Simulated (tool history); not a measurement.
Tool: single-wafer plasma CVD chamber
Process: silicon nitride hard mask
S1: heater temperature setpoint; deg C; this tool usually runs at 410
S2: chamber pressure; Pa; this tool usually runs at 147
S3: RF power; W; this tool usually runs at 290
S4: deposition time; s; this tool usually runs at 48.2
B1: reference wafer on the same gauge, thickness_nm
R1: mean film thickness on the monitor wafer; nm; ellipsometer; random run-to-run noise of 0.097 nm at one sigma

run 1 day=0 | S1=410 S2=147 S3=290 S4=48.2 | B1=41.695 | R1=51.236
run 2 day=0.571 | S1=410 S2=147 S3=290 S4=48.2 | B1=41.68 | R1=51.375
run 3 day=0.942 | S1=410 S2=147 S3=290 S4=52.3 | B1=41.717 | R1=55.86
run 4 day=1.362 | S1=410 S2=147 S3=290 S4=48.2 | B1=41.721 | R1=51.567
run 5 day=2.008 | S1=410 S2=147 S3=290 S4=48.2 | B1=41.692 | R1=51.337
run 6 day=2.054 | S1=417 S2=147 S3=250 S4=48.2 | B1=41.696 | R1=48.439
run 7 day=2.388 | S1=423 S2=147 S3=290 S4=38.6 | B1=41.703 | R1=41.059
run 8 day=3.075 | S1=410 S2=147 S3=290 S4=48.2 | B1=41.708 | R1=47.646
run 9 day=3.488 | S1=400 S2=160 S3=315 S4=48.2 | B1=41.711 | R1=51.543
run 10 day=3.988 | S1=410 S2=147 S3=290 S4=48.2 | B1=41.716 | R1=47.423
run 11 day=4.675 | S1=405 S2=147 S3=250 S4=48.2 | B1=41.698 | R1=45.073
run 12 day=5.254 | S1=398 S2=132 S3=290 S4=52.2 | B1=41.702 | R1=49.245
run 13 day=5.783 | S1=404 S2=163 S3=290 S4=40.7 | B1=41.699 | R1=42.347
run 14 day=6.383 | S1=410 S2=147 S3=290 S4=48.2 | B1=41.692 | R1=47.672
run 15 day=6.942 | S1=410 S2=147 S3=275 S4=48.2 | B1=41.696 | R1=48.771
run 16 day=7.342 | S1=422 S2=147 S3=290 S4=48.2 | B1=41.707 | R1=49.688
run 17 day=8.875 | S1=410 S2=147 S3=270 S4=48.2 | B1=41.709 | R1=48.449
run 18 day=9.271 | S1=410 S2=160 S3=290 S4=48.2 | B1=41.702 | R1=51.865
run 19 day=9.738 | S1=410 S2=147 S3=290 S4=48.2 | B1=41.692 | R1=49.819
run 20 day=10.371 | S1=397 S2=176 S3=340 S4=54.5 | B1=41.708 | R1=65.331
run 21 day=10.879 | S1=410 S2=147 S3=290 S4=48.2 | B1=41.718 | R1=49.972
run 22 day=11.167 | S1=410 S2=147 S3=290 S4=41.8 | B1=41.686 | R1=43.428
run 23 day=11.883 | S1=410 S2=147 S3=340 S4=53.2 | B1=41.694 | R1=58.8
run 24 day=12.483 | S1=410 S2=147 S3=290 S4=48.2 | B1=41.687 | R1=50.086
run 25 day=12.954 | S1=410 S2=116 S3=290 S4=48.2 | B1=41.693 | R1=44.406
run 26 day=13.308 | S1=410 S2=164 S3=305 S4=48.2 | B1=41.714 | R1=53.52
run 27 day=13.804 | S1=410 S2=147 S3=290 S4=41.9 | B1=41.706 | R1=43.438
run 28 day=14.25 | S1=410 S2=160 S3=330 S4=48.2 | B1=41.698 | R1=54.716

Removed from this log: 6 entries logged between the listed runs. Between which two listed runs does each belong, and how does the tool's hidden state at the listed run before it compare with that at the listed run after it?
From run 2 to run 3: gauge calibrated (day 0.633)
  true pressure above the setpoint (%): 6.76 -> 6.78
  measured result minus the result with no hidden state, R1: +1.424 -> +1.552 nm
From run 3 to run 4: RF generator calibrated (day 1.342)
  true pressure above the setpoint (%): 6.78 -> 6.81
  measured result minus the result with no hidden state, R1: +1.552 -> +1.437 nm
From run 4 to run 5: thermocouple changed; heater temperature recalibrated (day 1.988)
  true pressure above the setpoint (%): 6.81 -> 6.84
  measured result minus the result with no hidden state, R1: +1.437 -> +1.438 nm
From run 7 to run 8: capacitance manometer re-zeroed and calibrated (day 3.054)
  true pressure above the setpoint (%): 6.87 -> -10.4
  measured result minus the result with no hidden state, R1: +1.153 -> -2.455 nm
From run 14 to run 15: showerhead replaced (day 6.783); capacitance manometer re-zeroed and calibrated, repeated, since the last time left the tool worse (day 6.8)
  true pressure above the setpoint (%): -10.2 -> -0.579
  measured result minus the result with no hidden state, R1: -2.407 -> -0.127 nm

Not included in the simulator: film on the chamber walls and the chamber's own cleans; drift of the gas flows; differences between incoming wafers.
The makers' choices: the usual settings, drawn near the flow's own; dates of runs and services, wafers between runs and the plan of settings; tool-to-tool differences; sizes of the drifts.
